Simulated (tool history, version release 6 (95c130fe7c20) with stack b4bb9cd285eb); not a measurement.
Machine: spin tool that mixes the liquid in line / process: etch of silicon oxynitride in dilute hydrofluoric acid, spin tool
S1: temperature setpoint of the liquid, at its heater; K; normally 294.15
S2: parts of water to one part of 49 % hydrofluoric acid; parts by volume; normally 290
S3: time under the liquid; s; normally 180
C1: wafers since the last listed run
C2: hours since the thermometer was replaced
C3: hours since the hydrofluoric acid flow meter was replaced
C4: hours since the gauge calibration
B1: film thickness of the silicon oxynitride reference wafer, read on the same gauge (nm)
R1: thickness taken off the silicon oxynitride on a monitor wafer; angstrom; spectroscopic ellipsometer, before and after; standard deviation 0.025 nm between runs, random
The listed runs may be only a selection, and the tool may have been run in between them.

{"run": 1, "hour": 0.0, "S1": 294.15, "S2": 290, "S3": 135, "C1": 0, "C2": 2009.4, "C3": 2455.9, "C4": 464.4, "B1": 90.001, "R1": 11.68}
{"run": 2, "hour": 13.9, "S1": 292.65, "S2": 290, "S3": 180, "C1": 114, "C2": 2023.3, "C3": 2469.8, "C4": 478.3, "B1": 89.986, "R1": 14.37}
{"run": 3, "hour": 27.7, "S1": 292.65, "S2": 290, "S3": 180, "C1": 113, "C2": 2037.1, "C3": 2483.6, "C4": 492.1, "B1": 89.986, "R1": 14.27}
{"run": 4, "hour": 62.1, "S1": 292.65, "S2": 290, "S3": 180, "C1": 283, "C2": 2071.5, "C3": 2518.0, "C4": 526.5, "B1": 89.987, "R1": 14.83}
{"run": 5, "hour": 97.4, "S1": 294.15, "S2": 290, "S3": 180, "C1": 291, "C2": 2106.8, "C3": 2553.3, "C4": 561.8, "B1": 89.996, "R1": 15.36}
{"run": 6, "hour": 119.2, "S1": 294.15, "S2": 290, "S3": 180, "C1": 179, "C2": 2128.6, "C3": 2575.1, "C4": 583.6, "B1": 89.984, "R1": 15.41}
{"run": 7, "hour": 136.0, "S1": 294.15, "S2": 290, "S3": 180, "C1": 138, "C2": 2145.4, "C3": 2591.9, "C4": 600.4, "B1": 89.981, "R1": 15.82}
{"run": 8, "hour": 164.7, "S1": 294.15, "S2": 290, "S3": 180, "C1": 236, "C2": 2174.1, "C3": 2620.6, "C4": 629.1, "B1": 89.998, "R1": 15.71}
{"run": 9, "hour": 196.0, "S1": 294.15, "S2": 290, "S3": 180, "C1": 258, "C2": 2205.4, "C3": 2651.9, "C4": 660.4, "B1": 89.998, "R1": 15.56}
{"run": 10, "hour": 227.1, "S1": 294.15, "S2": 290, "S3": 180, "C1": 256, "C2": 2236.5, "C3": 2683.0, "C4": 691.5, "B1": 90.002, "R1": 15.39}
{"hour": 234.0, "done": "gauge calibrated"}
{"hour": 242.1, "done": "hydrofluoric acid flow meter replaced"}
{"run": 11, "hour": 253.8, "S1": 294.15, "S2": 290, "S3": 180, "C1": 211, "C2": 2263.2, "C3": 11.7, "C4": 19.8, "B1": 89.999, "R1": 15.95}
{"run": 12, "hour": 288.7, "S1": 294.15, "S2": 290, "S3": 180, "C1": 287, "C2": 2298.1, "C3": 46.6, "C4": 54.7, "B1": 89.996, "R1": 15.5}
{"hour": 298.6, "done": "thermometer replaced"}
{"run": 13, "hour": 317.7, "S1": 294.15, "S2": 290, "S3": 180, "C1": 230, "C2": 19.1, "C3": 75.6, "C4": 83.7, "B1": 89.998, "R1": 15.35}
{"run": 14, "hour": 352.7, "S1": 294.15, "S2": 290, "S3": 180, "C1": 288, "C2": 54.1, "C3": 110.6, "C4": 118.7, "B1": 89.997, "R1": 15.89}
{"run": 15, "hour": 391.5, "S1": 290.15, "S2": 290, "S3": 180, "C1": 319, "C2": 92.9, "C3": 149.4, "C4": 157.5, "B1": 89.99, "R1": 13.16}
{"run": 16, "hour": 419.3, "S1": 291.65, "S2": 245, "S3": 180, "C1": 229, "C2": 120.7, "C3": 177.2, "C4": 185.3, "B1": 89.997, "R1": 16.96}
{"run": 17, "hour": 434.1, "S1": 290.65, "S2": 330, "S3": 230, "C1": 122, "C2": 135.5, "C3": 192.0, "C4": 200.1, "B1": 89.992, "R1": 15.05}
{"run": 18, "hour": 466.9, "S1": 294.15, "S2": 290, "S3": 180, "C1": 270, "C2": 168.3, "C3": 224.8, "C4": 232.9, "B1": 90.011, "R1": 15.61}
{"run": 19, "hour": 485.1, "S1": 296.65, "S2": 210, "S3": 180, "C1": 150, "C2": 186.5, "C3": 243.0, "C4": 251.1, "B1": 89.997, "R1": 25.72}
{"run": 20, "hour": 502.6, "S1": 294.15, "S2": 290, "S3": 180, "C1": 144, "C2": 204.0, "C3": 260.5, "C4": 268.6, "B1": 90.0, "R1": 16.0}
{"run": 21, "hour": 522.8, "S1": 294.15, "S2": 290, "S3": 180, "C1": 166, "C2": 224.2, "C3": 280.7, "C4": 288.8, "B1": 89.99, "R1": 15.7}
{"run": 22, "hour": 552.1, "S1": 297.15, "S2": 350, "S3": 125, "C1": 241, "C2": 253.5, "C3": 310.0, "C4": 318.1, "B1": 90.002, "R1": 9.89}
{"run": 23, "hour": 582.9, "S1": 295.65, "S2": 380, "S3": 180, "C1": 253, "C2": 284.3, "C3": 340.8, "C4": 348.9, "B1": 90.022, "R1": 11.97}
{"run": 24, "hour": 614.1, "S1": 296.15, "S2": 395, "S3": 270, "C1": 257, "C2": 315.5, "C3": 372.0, "C4": 380.1, "B1": 90.015, "R1": 17.98}
{"run": 25, "hour": 633.6, "S1": 294.15, "S2": 290, "S3": 180, "C1": 160, "C2": 335.0, "C3": 391.5, "C4": 399.6, "B1": 90.0, "R1": 15.34}
{"run": 26, "hour": 647.9, "S1": 294.15, "S2": 290, "S3": 230, "C1": 117, "C2": 349.3, "C3": 405.8, "C4": 413.9, "B1": 89.99, "R1": 20.25}
{"run": 27, "hour": 669.8, "S1": 290.15, "S2": 160, "S3": 285, "C1": 180, "C2": 371.2, "C3": 427.7, "C4": 435.8, "B1": 89.989, "R1": 40.65}
{"run": 28, "hour": 702.9, "S1": 298.65, "S2": 290, "S3": 250, "C1": 272, "C2": 404.3, "C3": 460.8, "C4": 468.9, "B1": 89.996, "R1": 25.37}
{"run": 29, "hour": 743.7, "S1": 294.15, "S2": 290, "S3": 180, "C1": 336, "C2": 445.1, "C3": 501.6, "C4": 509.7, "B1": 90.017, "R1": 15.68}

Each row is a separate what-if for the run after 29, all from the same tool condition, not one after another. Results?
{"run": "A", "hour": 744.2, "S1": 294.15, "S2": 175, "S3": 180, "C1": 4, "C2": 445.6, "C3": 502.1, "C4": 510.2, "B1": "?", "R1": "?"}
{"run": "B", "hour": 744.2, "S1": 296.65, "S2": 425, "S3": 100, "C1": 4, "C2": 445.6, "C3": 502.1, "C4": 510.2, "B1": "?", "R1": "?"}
{"run": "C", "hour": 744.2, "S1": 298.65, "S2": 325, "S3": 180, "C1": 4, "C2": 445.6, "C3": 502.1, "C4": 510.2, "B1": "?", "R1": "?"}
{"run": "D", "hour": 744.2, "S1": 292.65, "S2": 390, "S3": 120, "C1": 4, "C2": 445.6, "C3": 502.1, "C4": 510.2, "B1": "?", "R1": "?"}
{"run": "E", "hour": 744.2, "S1": 294.15, "S2": 365, "S3": 180, "C1": 4, "C2": 445.6, "C3": 502.1, "C4": 510.2, "B1": "?", "R1": "?"}

run=A B1=90.003 R1=26.89
run=B B1=90.003 R1=5.83
run=C B1=90.003 R1=15.88
run=D B1=90.003 R1=6.59
run=E B1=90.003 R1=11.42
What these runs would have given with no unlogged condition in the tool:
run=A R1=26.89
run=B R1=5.83
run=C R1=15.88
run=D R1=6.59
run=E R1=11.42
